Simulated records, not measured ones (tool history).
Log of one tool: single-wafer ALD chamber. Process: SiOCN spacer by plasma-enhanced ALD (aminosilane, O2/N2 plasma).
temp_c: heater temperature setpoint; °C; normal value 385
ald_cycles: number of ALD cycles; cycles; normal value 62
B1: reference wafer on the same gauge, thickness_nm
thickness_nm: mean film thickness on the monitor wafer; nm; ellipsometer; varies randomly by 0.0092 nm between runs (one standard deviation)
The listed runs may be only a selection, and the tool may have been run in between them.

Run 1, day 0: usual settings; B1 3.391. Result: thickness_nm 3.697 nm.
Run 2, day 2.096: usual settings; B1 3.394. Result: thickness_nm 3.688 nm.
Run 3, day 3.133: usual settings; B1 3.39. Result: thickness_nm 3.693 nm.
Run 4, day 5.596: usual settings; B1 3.392. Result: thickness_nm 3.697 nm.
Run 5, day 9.262: usual settings; B1 3.393. Result: thickness_nm 3.699 nm.
Run 6, day 15.875: usual settings but temp_c 391 °C, ald_cycles 55 cycles; B1 3.395. Result: thickness_nm 3.275 nm.
Run 7, day 18.05: usual settings but temp_c 391 °C, ald_cycles 55 cycles; B1 3.398. Result: thickness_nm 3.271 nm.
Run 8, day 19.512: usual settings but temp_c 389 °C, ald_cycles 65 cycles; B1 3.397. Result: thickness_nm 3.89 nm.
Run 9, day 20.942: usual settings but temp_c 389 °C, ald_cycles 65 cycles; B1 3.399. Result: thickness_nm 3.887 nm.
Run 10, day 22.088: usual settings; B1 3.399. Result: thickness_nm 3.699 nm.
Run 11, day 24.583: usual settings; B1 3.401. Result: thickness_nm 3.705 nm.
Run 12, day 26.275: usual settings; B1 3.404. Result: thickness_nm 3.708 nm.
Run 13, day 28.012: usual settings; B1 3.401. Result: thickness_nm 3.692 nm.
Run 14, day 30.154: usual settings but temp_c 396 °C; B1 3.407. Result: thickness_nm 3.694 nm.
Run 15, day 32.6: usual settings but temp_c 396 °C; B1 3.409. Result: thickness_nm 3.719 nm.
Run 16, day 34.05: usual settings; B1 3.41. Result: thickness_nm 3.695 nm.
Run 17, day 35.908: usual settings but temp_c 380 °C, ald_cycles 59 cycles; B1 3.411. Result: thickness_nm 3.543 nm.
Run 18, day 36.917: usual settings; B1 3.411. Result: thickness_nm 3.703 nm.
At day 38.55: thermocouple changed; heater temperature recalibrated.
Run 19, day 38.962: usual settings but ald_cycles 57 cycles; B1 3.417. Result: thickness_nm 3.408 nm.
Run 20, day 40.2: usual settings; B1 3.415. Result: thickness_nm 3.715 nm.
Run 21, day 41.983: usual settings but ald_cycles 56 cycles; B1 3.419. Result: thickness_nm 3.348 nm.
Run 22, day 43.846: usual settings but temp_c 374 °C, ald_cycles 58 cycles; B1 3.422. Result: thickness_nm 3.48 nm.
Run 23, day 46.454: usual settings; B1 3.423. Result: thickness_nm 3.723 nm.
Run 24, day 48.729: usual settings but temp_c 378 °C, ald_cycles 58 cycles; B1 3.423. Result: thickness_nm 3.49 nm.
Run 25, day 49.792: usual settings; B1 3.425. Result: thickness_nm 3.747 nm.
Run 26, day 51.012: usual settings but ald_cycles 52 cycles; B1 3.429. Result: thickness_nm 3.135 nm.
Run 27, day 52.65: usual settings; B1 3.433. Result: thickness_nm 3.74 nm.
At day 53.1: gauge calibrated.
Run 28, day 54.462: usual settings but temp_c 371 °C, ald_cycles 67 cycles; B1 3.39. Result: thickness_nm 3.985 nm.
Run 29, day 57.196: usual settings; B1 3.391. Result: thickness_nm 3.687 nm.
Run 30, day 58.788: usual settings; B1 3.39. Result: thickness_nm 3.703 nm.
Run 31, day 61.046: usual settings; B1 3.39. Result: thickness_nm 3.691 nm.
Run 32, day 63.142: usual settings but ald_cycles 66 cycles; B1 3.391. Result: thickness_nm 3.918 nm.
Run 33, day 64.875: usual settings but temp_c 397 °C; B1 3.393. Result: thickness_nm 3.705 nm.
Run 34, day 66.388: usual settings but temp_c 392 °C, ald_cycles 69 cycles; B1 3.393. Result: thickness_nm 4.13 nm.
Run 35, day 67.8: usual settings; B1 3.394. Result: thickness_nm 3.676 nm.
Run 36, day 69.808: usual settings but temp_c 375 °C, ald_cycles 56 cycles; B1 3.392. Result: thickness_nm 3.334 nm.
Run 37, day 72.662: usual settings but temp_c 399 °C, ald_cycles 72 cycles; B1 3.395. Result: thickness_nm 4.271 nm.

What if the next run were any one of these 4? Each begins from the tool's condition after run 37:
Run A, day 72.683: usual settings; B1 ?. Result: thickness_nm ?.
Run B, day 72.683: usual settings but temp_c 378 °C, ald_cycles 54 cycles; B1 ?. Result: thickness_nm ?.
Run C, day 72.683: usual settings but ald_cycles 51 cycles; B1 ?. Result: thickness_nm ?.
Run D, day 72.683: usual settings but ald_cycles 58 cycles; B1 ?. Result: thickness_nm ?.

run     B1  thickness_nm
  A  3.396         3.687
  B  3.396         3.211
  C  3.396         3.033
  D  3.396         3.449
Without the tool's unlogged condition, the same runs would have read:
run  thickness_nm
  A         3.681
  B         3.206
  C         3.028
  D         3.443
